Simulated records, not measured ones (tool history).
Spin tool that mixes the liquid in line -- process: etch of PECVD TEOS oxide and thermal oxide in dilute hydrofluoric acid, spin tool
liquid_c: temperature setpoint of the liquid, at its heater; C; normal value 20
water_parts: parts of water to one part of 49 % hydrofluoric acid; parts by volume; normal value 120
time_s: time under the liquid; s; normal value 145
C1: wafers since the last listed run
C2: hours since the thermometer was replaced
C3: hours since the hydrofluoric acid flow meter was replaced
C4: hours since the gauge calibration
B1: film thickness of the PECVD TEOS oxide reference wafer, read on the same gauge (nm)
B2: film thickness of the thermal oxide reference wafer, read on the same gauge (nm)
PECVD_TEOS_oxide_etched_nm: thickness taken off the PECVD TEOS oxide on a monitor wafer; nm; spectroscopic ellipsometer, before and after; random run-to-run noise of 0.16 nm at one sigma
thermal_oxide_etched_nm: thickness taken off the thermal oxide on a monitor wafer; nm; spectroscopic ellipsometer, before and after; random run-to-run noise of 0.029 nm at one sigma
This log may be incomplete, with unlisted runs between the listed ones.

{"run": 1, "day": 0.0, "liquid_c": 17.5, "water_parts": 120, "time_s": 145, "C1": 0, "C2": 2242.6, "C3": 2510.3, "C4": 529.8, "B1": 70.04, "B2": 60.003, "PECVD_TEOS_oxide_etched_nm": 25.24, "thermal_oxide_etched_nm": 4.047}
{"run": 2, "day": 0.771, "liquid_c": 17.5, "water_parts": 120, "time_s": 145, "C1": 124, "C2": 2261.1, "C3": 2528.8, "C4": 548.3, "B1": 69.97, "B2": 60.006, "PECVD_TEOS_oxide_etched_nm": 25.12, "thermal_oxide_etched_nm": 4.086}
{"run": 3, "day": 1.608, "liquid_c": 17.5, "water_parts": 120, "time_s": 145, "C1": 134, "C2": 2281.2, "C3": 2548.9, "C4": 568.4, "B1": 70, "B2": 59.968, "PECVD_TEOS_oxide_etched_nm": 25.39, "thermal_oxide_etched_nm": 4.072}
{"run": 4, "day": 2.625, "liquid_c": 20, "water_parts": 120, "time_s": 145, "C1": 163, "C2": 2305.6, "C3": 2573.3, "C4": 592.8, "B1": 70.02, "B2": 60.033, "PECVD_TEOS_oxide_etched_nm": 27.92, "thermal_oxide_etched_nm": 4.511}
{"day": 2.804, "done": "hydrofluoric acid flow meter replaced"}
{"run": 5, "day": 3.65, "liquid_c": 20, "water_parts": 120, "time_s": 145, "C1": 158, "C2": 2330.2, "C3": 20.3, "C4": 617.4, "B1": 69.99, "B2": 60.008, "PECVD_TEOS_oxide_etched_nm": 27.83, "thermal_oxide_etched_nm": 4.515}
{"run": 6, "day": 4.562, "liquid_c": 20, "water_parts": 120, "time_s": 145, "C1": 146, "C2": 2352.1, "C3": 42.2, "C4": 639.3, "B1": 69.99, "B2": 60.014, "PECVD_TEOS_oxide_etched_nm": 28.07, "thermal_oxide_etched_nm": 4.538}
{"run": 7, "day": 5.488, "liquid_c": 20, "water_parts": 120, "time_s": 145, "C1": 148, "C2": 2374.3, "C3": 64.4, "C4": 661.5, "B1": 69.99, "B2": 60.023, "PECVD_TEOS_oxide_etched_nm": 27.92, "thermal_oxide_etched_nm": 4.538}
{"run": 8, "day": 6.512, "liquid_c": 20, "water_parts": 120, "time_s": 145, "C1": 165, "C2": 2398.9, "C3": 89, "C4": 686.1, "B1": 69.99, "B2": 60.004, "PECVD_TEOS_oxide_etched_nm": 28.2, "thermal_oxide_etched_nm": 4.483}
{"run": 9, "day": 8.942, "liquid_c": 22.5, "water_parts": 65, "time_s": 145, "C1": 391, "C2": 2457.2, "C3": 147.3, "C4": 744.4, "B1": 70, "B2": 59.997, "PECVD_TEOS_oxide_etched_nm": 61.11, "thermal_oxide_etched_nm": 9.845}
{"run": 10, "day": 9.592, "liquid_c": 20, "water_parts": 120, "time_s": 145, "C1": 104, "C2": 2472.8, "C3": 162.9, "C4": 760, "B1": 70, "B2": 60.022, "PECVD_TEOS_oxide_etched_nm": 28.03, "thermal_oxide_etched_nm": 4.511}
{"day": 10.1, "done": "thermometer replaced"}
{"run": 11, "day": 12.479, "liquid_c": 17, "water_parts": 140, "time_s": 120, "C1": 458, "C2": 57.1, "C3": 232.2, "C4": 829.3, "B1": 70, "B2": 59.984, "PECVD_TEOS_oxide_etched_nm": 17.42, "thermal_oxide_etched_nm": 2.778}
{"run": 12, "day": 13.658, "liquid_c": 20, "water_parts": 120, "time_s": 145, "C1": 189, "C2": 85.4, "C3": 260.5, "C4": 857.6, "B1": 69.99, "B2": 60.004, "PECVD_TEOS_oxide_etched_nm": 28.07, "thermal_oxide_etched_nm": 4.533}
{"run": 13, "day": 14.717, "liquid_c": 17, "water_parts": 65, "time_s": 115, "C1": 170, "C2": 110.8, "C3": 285.9, "C4": 883, "B1": 69.99, "B2": 59.983, "PECVD_TEOS_oxide_etched_nm": 38.37, "thermal_oxide_etched_nm": 6.174}
{"run": 14, "day": 15.558, "liquid_c": 17, "water_parts": 135, "time_s": 95, "C1": 135, "C2": 131, "C3": 306.1, "C4": 903.2, "B1": 70.01, "B2": 59.98, "PECVD_TEOS_oxide_etched_nm": 14.28, "thermal_oxide_etched_nm": 2.296}
{"run": 15, "day": 16.354, "liquid_c": 17, "water_parts": 145, "time_s": 220, "C1": 128, "C2": 150.1, "C3": 325.2, "C4": 922.3, "B1": 69.97, "B2": 60.019, "PECVD_TEOS_oxide_etched_nm": 30.41, "thermal_oxide_etched_nm": 4.928}
{"run": 16, "day": 17.671, "liquid_c": 17, "water_parts": 90, "time_s": 210, "C1": 212, "C2": 181.7, "C3": 356.8, "C4": 953.9, "B1": 70.01, "B2": 60.002, "PECVD_TEOS_oxide_etched_nm": 49.4, "thermal_oxide_etched_nm": 7.871}
{"run": 17, "day": 18.6, "liquid_c": 24, "water_parts": 180, "time_s": 145, "C1": 149, "C2": 204, "C3": 379.1, "C4": 976.2, "B1": 70.01, "B2": 59.985, "PECVD_TEOS_oxide_etched_nm": 20.25, "thermal_oxide_etched_nm": 3.287}
{"day": 19.008, "done": "gauge calibrated"}
{"run": 18, "day": 20.067, "liquid_c": 20, "water_parts": 120, "time_s": 145, "C1": 236, "C2": 239.2, "C3": 414.3, "C4": 25.4, "B1": 70, "B2": 60.014, "PECVD_TEOS_oxide_etched_nm": 28.14, "thermal_oxide_etched_nm": 4.568}
{"run": 19, "day": 20.704, "liquid_c": 18.5, "water_parts": 170, "time_s": 190, "C1": 102, "C2": 254.5, "C3": 429.6, "C4": 40.7, "B1": 70.04, "B2": 60.023, "PECVD_TEOS_oxide_etched_nm": 23.29, "thermal_oxide_etched_nm": 3.726}
{"run": 20, "day": 21.504, "liquid_c": 22, "water_parts": 120, "time_s": 145, "C1": 128, "C2": 273.7, "C3": 448.8, "C4": 59.9, "B1": 69.97, "B2": 59.979, "PECVD_TEOS_oxide_etched_nm": 30.36, "thermal_oxide_etched_nm": 4.874}
{"run": 21, "day": 22.492, "liquid_c": 22.5, "water_parts": 80, "time_s": 110, "C1": 159, "C2": 297.4, "C3": 472.5, "C4": 83.6, "B1": 70.02, "B2": 59.992, "PECVD_TEOS_oxide_etched_nm": 37.28, "thermal_oxide_etched_nm": 5.909}
{"run": 22, "day": 23.758, "liquid_c": 20, "water_parts": 120, "time_s": 145, "C1": 203, "C2": 327.8, "C3": 502.9, "C4": 114, "B1": 70, "B2": 59.995, "PECVD_TEOS_oxide_etched_nm": 28.09, "thermal_oxide_etched_nm": 4.504}
{"run": 23, "day": 24.667, "liquid_c": 20, "water_parts": 180, "time_s": 145, "C1": 146, "C2": 349.6, "C3": 524.7, "C4": 135.8, "B1": 69.96, "B2": 59.987, "PECVD_TEOS_oxide_etched_nm": 17.6, "thermal_oxide_etched_nm": 2.833}
{"run": 24, "day": 26.092, "liquid_c": 20, "water_parts": 120, "time_s": 145, "C1": 229, "C2": 383.8, "C3": 558.9, "C4": 170, "B1": 70.03, "B2": 60.032, "PECVD_TEOS_oxide_etched_nm": 28.31, "thermal_oxide_etched_nm": 4.524}
{"run": 25, "day": 26.808, "liquid_c": 23.5, "water_parts": 180, "time_s": 145, "C1": 115, "C2": 401, "C3": 576.1, "C4": 187.2, "B1": 69.98, "B2": 60.043, "PECVD_TEOS_oxide_etched_nm": 20.1, "thermal_oxide_etched_nm": 3.203}
{"run": 26, "day": 28.1, "liquid_c": 20, "water_parts": 120, "time_s": 145, "C1": 208, "C2": 432, "C3": 607.1, "C4": 218.2, "B1": 69.98, "B2": 60.015, "PECVD_TEOS_oxide_etched_nm": 28.12, "thermal_oxide_etched_nm": 4.514}
{"run": 27, "day": 29.588, "liquid_c": 22.5, "water_parts": 170, "time_s": 60, "C1": 239, "C2": 467.7, "C3": 642.8, "C4": 253.9, "B1": 70.02, "B2": 60.003, "PECVD_TEOS_oxide_etched_nm": 8.54, "thermal_oxide_etched_nm": 1.383}

For each entry between runs, how does the tool's hidden state at the last listed run before it compare with that at the first listed run after it?
In the gap between runs 4 and 5: hydrofluoric acid flow meter replaced (day 2.804)
  nothing in the hidden state changes from one run to the other
In the gap between runs 10 and 11: thermometer replaced (day 10.1)
  nothing in the hidden state changes from one run to the other
In the gap between runs 17 and 18: gauge calibrated (day 19.008)
  nothing in the hidden state changes from one run to the other
